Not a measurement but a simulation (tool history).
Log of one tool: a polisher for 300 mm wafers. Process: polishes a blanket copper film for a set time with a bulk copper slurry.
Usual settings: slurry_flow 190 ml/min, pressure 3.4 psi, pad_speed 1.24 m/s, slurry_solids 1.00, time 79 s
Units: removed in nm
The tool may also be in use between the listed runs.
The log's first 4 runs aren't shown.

run,hour,slurry_flow,pressure,pad_speed,slurry_solids,time,"incoming thickness of the incoming film, nm",removed
5,46.0,190,3.4,1.24,1.00,79,3088.8,879.5
6,61.1,190,3.0,1.24,1.00,89,3166.7,896.4
7,74.4,190,3.0,1.24,1.00,89,3073.1,869.5
# hour 95.7: worn pad replaced by a new one
8,96.2,190,3.0,1.24,1.00,89,3166.2,1000.6
# hour 102.8: slurry blender recalibrated
9,103.3,190,3.4,1.24,1.00,79,3091.0,968.0
10,117.3,190,3.4,1.24,1.00,79,3082.4,964.4
11,130.9,190,3.4,1.24,1.00,79,3128.4,940.2
12,148.1,190,2.2,1.50,1.10,79,3093.4,845.7
13,163.3,155,3.4,1.24,0.85,79,3099.8,842.3
14,177.4,190,3.4,1.04,1.00,79,3145.2,760.7
15,184.0,245,3.4,1.54,0.90,100,3135.3,1432.8
# hour 188.7: slurry nozzle cleaned
16,194.1,190,4.2,1.24,1.25,79,3114.3,1083.1
# hour 201.9: worn pad replaced by a new one, of another model than before
17,210.9,190,3.4,1.24,1.00,79,3160.3,972.9
18,223.1,170,3.4,1.24,1.00,79,3164.6,944.2
19,252.0,145,4.1,1.24,0.75,64,3057.5,834.6
20,269.2,130,2.9,1.50,1.00,104,3094.4,1163.6
21,283.9,190,3.4,1.24,1.20,59,3090.0,702.3
22,301.1,230,2.7,1.24,0.90,61,3103.2,536.8
# hour 307.0: worn pad replaced by a new one
# hour 311.1: head pressure recalibrated
23,311.6,190,3.4,1.40,1.00,64,3133.6,863.5
24,317.1,190,3.4,1.24,1.00,79,3078.5,973.6

Run 25 comes next. What will it give?
25,326.9,190,3.4,1.24,1.00,79,3110.4,?

removed: 965.2 nm
Without the tool's hidden state the same run would have given removed 994.8 nm.
